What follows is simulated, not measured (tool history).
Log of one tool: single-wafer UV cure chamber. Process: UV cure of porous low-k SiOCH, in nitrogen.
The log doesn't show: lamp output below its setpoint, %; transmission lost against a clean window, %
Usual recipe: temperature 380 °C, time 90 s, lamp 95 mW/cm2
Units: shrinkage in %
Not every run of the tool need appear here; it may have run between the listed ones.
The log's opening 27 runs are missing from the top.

| run | hour | temperature | time | lamp | wafers since the last listed run | hours since the UV bulbs were replaced | wafers since the quartz window was cleaned | shrinkage |
|---|---|---|---|---|---|---|---|---|
| 28 | 1281.5 | 396 | 90 | 66 | 833 | 152.5 | 2761 | 5.821 |
| 29 | 1334.8 | 380 | 50 | 95 | 744 | 205.8 | 3505 | 4.686 |
| 30 | 1367.3 | 380 | 90 | 69 | 454 | 238.3 | 3959 | 5.622 |
| 31 | 1392.7 | 380 | 90 | 64 | 354 | 263.7 | 4314 | 5.372 |
| 32 | 1433.4 | 380 | 90 | 64 | 568 | 304.4 | 4883 | 5.18 |
| 33 | 1477 | 380 | 110 | 84 | 609 | 348 | 5492 | 6.762 |
|  | 1528 | quartz window cleaned |
| 34 | 1537.3 | 380 | 90 | 95 | 730 | 408.3 | 129 | 7.134 |
| 35 | 1581.2 | 380 | 90 | 83 | 613 | 452.2 | 742 | 6.586 |
| 36 | 1636.7 | 388 | 90 | 95 | 775 | 507.7 | 1518 | 7.109 |
| 37 | 1677.7 | 397 | 90 | 106 | 572 | 548.7 | 2090 | 7.577 |
| 38 | 1705.3 | 388 | 120 | 110 | 385 | 576.3 | 2476 | 8.818 |
| 39 | 1774.7 | 380 | 70 | 64 | 969 | 645.7 | 3445 | 4.518 |
| 40 | 1824.7 | 397 | 125 | 73 | 698 | 695.7 | 4144 | 7.134 |
| 41 | 1887.8 | 380 | 90 | 114 | 881 | 758.8 | 5025 | 6.91 |
| 42 | 1959.4 | 380 | 140 | 95 | 1000 | 830.4 | 6026 | 7.749 |
|  | 1976.5 | quartz window cleaned |
| 43 | 2019.6 | 380 | 90 | 95 | 729 | 890.6 | 601 | 6.839 |
| 44 | 2057.1 | 380 | 90 | 95 | 523 | 928.1 | 1125 | 6.698 |
| 45 | 2101.9 | 380 | 90 | 95 | 625 | 972.9 | 1751 | 6.772 |
| 46 | 2168.9 | 374 | 90 | 95 | 935 | 1039.9 | 2687 | 6.559 |
| 47 | 2214.9 | 374 | 120 | 75 | 642 | 1085.9 | 3330 | 6.467 |

5 options for the next run, each taken on its own from the tool as it stands now. Forecast them:
| A | 2215.3 | 380 | 90 | 126 | 5 | 1086.3 | 3335 | ? |
| B | 2215.3 | 373 | 35 | 68 | 5 | 1086.3 | 3335 | ? |
| C | 2215.3 | 372 | 115 | 130 | 5 | 1086.3 | 3335 | ? |
| D | 2215.3 | 363 | 55 | 95 | 5 | 1086.3 | 3335 | ? |
| E | 2215.3 | 390 | 90 | 61 | 5 | 1086.3 | 3335 | ? |

| run | shrinkage |
|---|---|
| A | 7.662 |
| B | 2.566 |
| C | 8.641 |
| D | 4.577 |
| E | 5.112 |
Take away the tool's hidden state, keep each run's random variation, and the runs would have read:
| run | shrinkage |
|---|---|
| A | 8.458 |
| B | 3.024 |
| C | 9.463 |
| D | 5.241 |
| E | 5.811 |

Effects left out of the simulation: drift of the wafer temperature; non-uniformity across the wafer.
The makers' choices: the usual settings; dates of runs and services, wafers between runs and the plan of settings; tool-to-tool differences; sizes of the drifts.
